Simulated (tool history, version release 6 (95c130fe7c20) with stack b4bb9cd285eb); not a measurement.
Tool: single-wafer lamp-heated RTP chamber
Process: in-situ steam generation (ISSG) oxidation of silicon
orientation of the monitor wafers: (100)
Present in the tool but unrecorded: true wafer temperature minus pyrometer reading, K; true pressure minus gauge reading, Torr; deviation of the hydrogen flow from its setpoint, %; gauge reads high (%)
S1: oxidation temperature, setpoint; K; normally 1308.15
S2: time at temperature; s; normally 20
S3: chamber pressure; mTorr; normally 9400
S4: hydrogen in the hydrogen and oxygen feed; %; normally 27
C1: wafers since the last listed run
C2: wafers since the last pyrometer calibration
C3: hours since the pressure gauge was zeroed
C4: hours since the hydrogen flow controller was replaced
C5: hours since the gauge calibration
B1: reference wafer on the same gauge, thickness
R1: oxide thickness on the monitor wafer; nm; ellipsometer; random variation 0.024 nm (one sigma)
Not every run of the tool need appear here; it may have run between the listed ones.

{"run": 1, "hour": 0.0, "S1": 1308.15, "S2": 20, "S3": 9400, "S4": 27, "C1": 0, "C2": 2600, "C3": 1380.0, "C4": 3645.4, "C5": 243.0, "B1": 7.302, "R1": 7.556}
{"run": 2, "hour": 54.7, "S1": 1308.15, "S2": 20, "S3": 9400, "S4": 27, "C1": 882, "C2": 3482, "C3": 1434.7, "C4": 3700.1, "C5": 297.7, "B1": 7.295, "R1": 7.513}
{"run": 3, "hour": 120.0, "S1": 1308.15, "S2": 20, "S3": 9400, "S4": 27, "C1": 1053, "C2": 4535, "C3": 1500.0, "C4": 3765.4, "C5": 363.0, "B1": 7.301, "R1": 7.56}
{"run": 4, "hour": 154.1, "S1": 1308.15, "S2": 20, "S3": 9400, "S4": 27, "C1": 550, "C2": 5085, "C3": 1534.1, "C4": 3799.5, "C5": 397.1, "B1": 7.303, "R1": 7.576}
{"run": 5, "hour": 221.4, "S1": 1323.15, "S2": 20, "S3": 9400, "S4": 23, "C1": 1085, "C2": 6171, "C3": 1601.4, "C4": 3866.8, "C5": 464.4, "B1": 7.3, "R1": 7.847}
{"hour": 247.9, "done": "gauge calibrated"}
{"run": 6, "hour": 248.6, "S1": 1323.15, "S2": 20, "S3": 9400, "S4": 23, "C1": 438, "C2": 6610, "C3": 1628.6, "C4": 3894.0, "C5": 0.7, "B1": 7.299, "R1": 7.866}
{"hour": 267.0, "done": "pyrometer window cleaned and pyrometer calibrated"}
{"hour": 268.0, "done": "hydrogen flow controller replaced"}
{"run": 7, "hour": 315.1, "S1": 1323.15, "S2": 20, "S3": 9400, "S4": 23, "C1": 927, "C2": 760, "C3": 1695.1, "C4": 47.1, "C5": 67.2, "B1": 7.298, "R1": 7.837}
{"run": 8, "hour": 378.2, "S1": 1308.15, "S2": 20, "S3": 9400, "S4": 21, "C1": 1017, "C2": 1778, "C3": 1758.2, "C4": 110.2, "C5": 130.3, "B1": 7.3, "R1": 7.095}
{"run": 9, "hour": 425.5, "S1": 1319.15, "S2": 20, "S3": 9400, "S4": 27, "C1": 762, "C2": 2541, "C3": 1805.5, "C4": 157.5, "C5": 177.6, "B1": 7.299, "R1": 7.978}
{"run": 10, "hour": 454.3, "S1": 1308.15, "S2": 20, "S3": 9800, "S4": 27, "C1": 464, "C2": 3005, "C3": 1834.3, "C4": 186.3, "C5": 206.4, "B1": 7.303, "R1": 7.479}
{"run": 11, "hour": 511.0, "S1": 1308.15, "S2": 26, "S3": 8800, "S4": 32, "C1": 914, "C2": 3920, "C3": 1891.0, "C4": 243.0, "C5": 263.1, "B1": 7.303, "R1": 9.006}
{"hour": 537.8, "done": "pressure gauge zeroed"}
{"run": 12, "hour": 574.6, "S1": 1288.15, "S2": 12, "S3": 9400, "S4": 31, "C1": 896, "C2": 4817, "C3": 36.8, "C4": 306.6, "C5": 326.7, "B1": 7.299, "R1": 5.625}
{"run": 13, "hour": 633.0, "S1": 1308.15, "S2": 20, "S3": 9400, "S4": 27, "C1": 942, "C2": 5759, "C3": 95.2, "C4": 365.0, "C5": 385.1, "B1": 7.306, "R1": 7.483}
{"hour": 641.9, "done": "gauge calibrated"}
{"run": 14, "hour": 660.0, "S1": 1319.15, "S2": 26, "S3": 8700, "S4": 27, "C1": 435, "C2": 6194, "C3": 122.2, "C4": 392.0, "C5": 18.1, "B1": 7.304, "R1": 9.213}
{"run": 15, "hour": 687.9, "S1": 1291.15, "S2": 24, "S3": 8300, "S4": 32, "C1": 450, "C2": 6644, "C3": 150.1, "C4": 419.9, "C5": 46.0, "B1": 7.3, "R1": 8.013}
{"run": 16, "hour": 739.0, "S1": 1308.15, "S2": 20, "S3": 9400, "S4": 27, "C1": 824, "C2": 7468, "C3": 201.2, "C4": 471.0, "C5": 97.1, "B1": 7.304, "R1": 7.554}
{"hour": 752.4, "done": "pyrometer window cleaned and pyrometer calibrated"}
{"run": 17, "hour": 863.9, "S1": 1308.15, "S2": 16, "S3": 10000, "S4": 21, "C1": 1885, "C2": 1798, "C3": 326.1, "C4": 595.9, "C5": 222.0, "B1": 7.308, "R1": 6.32}

Alternative continuations, all from the tool just after run 17; predict every row:
{"run": "A", "hour": 864.3, "S1": 1308.15, "S2": 20, "S3": 9400, "S4": 27, "C1": 6, "C2": 1804, "C3": 326.5, "C4": 596.3, "C5": 222.4, "B1": "?", "R1": "?"}
{"run": "B", "hour": 864.3, "S1": 1308.15, "S2": 20, "S3": 10200, "S4": 27, "C1": 6, "C2": 1804, "C3": 326.5, "C4": 596.3, "C5": 222.4, "B1": "?", "R1": "?"}
{"run": "C", "hour": 864.3, "S1": 1308.15, "S2": 20, "S3": 9400, "S4": 22, "C1": 6, "C2": 1804, "C3": 326.5, "C4": 596.3, "C5": 222.4, "B1": "?", "R1": "?"}

run=A B1=7.302 R1=7.539
run=B B1=7.302 R1=7.410
run=C B1=7.302 R1=7.196
What these runs would have given with no unlogged condition in the tool:
run=A R1=7.539
run=B R1=7.410
run=C R1=7.196
